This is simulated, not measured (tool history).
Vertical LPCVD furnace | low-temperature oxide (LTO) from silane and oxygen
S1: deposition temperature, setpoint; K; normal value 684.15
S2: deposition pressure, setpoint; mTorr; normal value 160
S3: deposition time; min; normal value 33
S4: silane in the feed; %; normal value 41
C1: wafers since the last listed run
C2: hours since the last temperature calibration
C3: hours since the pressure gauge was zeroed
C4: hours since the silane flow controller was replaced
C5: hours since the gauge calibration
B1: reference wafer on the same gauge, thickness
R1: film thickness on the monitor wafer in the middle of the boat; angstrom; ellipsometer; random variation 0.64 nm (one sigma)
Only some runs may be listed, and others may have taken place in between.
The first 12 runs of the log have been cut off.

| run | day | S1 | S2 | S3 | S4 | C1 | C2 | C3 | C4 | C5 | B1 | R1 |
|---|---|---|---|---|---|---|---|---|---|---|---|---|
| 13 | 12.833 | 684.15 | 160 | 40 | 38 | 354 | 24.5 | 31.2 | 232.8 | 879.1 | 216.15 | 2608.1 |
|  | 13.45 | gauge calibrated |
| 14 | 14.004 | 692.15 | 160 | 41.5 | 36 | 510 | 52.6 | 59.3 | 260.9 | 13.3 | 216.12 | 2759.2 |
| 15 | 15.392 | 684.15 | 160 | 33 | 45 | 604 | 85.9 | 92.6 | 294.2 | 46.6 | 216.05 | 2590.6 |
| 16 | 16.188 | 674.15 | 145 | 38 | 37 | 346 | 105 | 111.7 | 313.3 | 65.7 | 215.97 | 1956.7 |
| 17 | 16.788 | 684.15 | 160 | 33 | 46 | 261 | 119.4 | 126.1 | 327.7 | 80.1 | 216.03 | 2657 |
| 18 | 18.117 | 684.15 | 160 | 33 | 41 | 579 | 151.3 | 158 | 359.6 | 112 | 216.08 | 2347 |
| 19 | 19.146 | 674.15 | 140 | 27.5 | 35 | 448 | 176 | 182.7 | 384.3 | 136.7 | 215.99 | 1259.3 |
| 20 | 20.304 | 684.15 | 150 | 28 | 45 | 504 | 203.8 | 210.5 | 412.1 | 164.5 | 216.1 | 2062.8 |
| 21 | 21.283 | 684.15 | 195 | 28 | 41 | 426 | 227.3 | 234 | 435.6 | 188 | 215.98 | 2434.1 |
| 22 | 22.608 | 684.15 | 160 | 33 | 41 | 577 | 259.1 | 265.8 | 467.4 | 219.8 | 216.15 | 2355.2 |
| 23 | 23.862 | 684.15 | 160 | 25.5 | 41 | 546 | 289.2 | 295.9 | 497.5 | 249.9 | 216.04 | 1822.2 |
| 24 | 24.846 | 673.15 | 160 | 33 | 45 | 428 | 312.8 | 319.5 | 521.1 | 273.5 | 216.22 | 2311.3 |
| 25 | 25.762 | 684.15 | 160 | 38.5 | 45 | 399 | 334.8 | 341.5 | 543.1 | 295.5 | 215.87 | 3020.1 |
| 26 | 26.717 | 684.15 | 160 | 33 | 41 | 415 | 357.7 | 364.4 | 566 | 318.4 | 215.98 | 2350.7 |
| 27 | 28.017 | 684.15 | 195 | 44 | 49 | 566 | 388.9 | 395.6 | 597.2 | 349.6 | 216.08 | 4557.3 |
| 28 | 28.562 | 684.15 | 185 | 42 | 44 | 237 | 402 | 408.7 | 610.3 | 362.7 | 215.92 | 3724.6 |
| 29 | 29.458 | 684.15 | 130 | 33 | 41 | 390 | 423.5 | 430.2 | 631.8 | 384.2 | 216.03 | 1897.7 |
| 30 | 30.6 | 680.15 | 160 | 42 | 45 | 497 | 450.9 | 457.6 | 659.2 | 411.6 | 215.91 | 3161.5 |

Consider 5 possible next runs. They are alternatives, not a sequence: every one starts from the tool as it was left by run 30. What does each give?
| A | 30.792 | 684.15 | 160 | 33 | 41 | 83 | 455.5 | 462.2 | 663.8 | 416.2 | ? | ? |
| B | 30.792 | 684.15 | 160 | 26.5 | 38 | 83 | 455.5 | 462.2 | 663.8 | 416.2 | ? | ? |
| C | 30.792 | 695.15 | 185 | 37 | 41 | 83 | 455.5 | 462.2 | 663.8 | 416.2 | ? | ? |
| D | 30.792 | 690.15 | 160 | 33 | 41 | 83 | 455.5 | 462.2 | 663.8 | 416.2 | ? | ? |
| E | 30.792 | 674.15 | 160 | 33 | 41 | 83 | 455.5 | 462.2 | 663.8 | 416.2 | ? | ? |

| run | B1 | R1 |
|---|---|---|
| A | 215.87 | 2354.3 |
| B | 215.87 | 1729.8 |
| C | 215.87 | 3416.7 |
| D | 215.87 | 2505.3 |
| E | 215.87 | 2115.7 |
Stripped of hidden state, with their random variation kept, the same runs would have yielded:
| run | R1 |
|---|---|
| A | 2354.3 |
| B | 1729.8 |
| C | 3416.7 |
| D | 2505.2 |
| E | 2115.6 |

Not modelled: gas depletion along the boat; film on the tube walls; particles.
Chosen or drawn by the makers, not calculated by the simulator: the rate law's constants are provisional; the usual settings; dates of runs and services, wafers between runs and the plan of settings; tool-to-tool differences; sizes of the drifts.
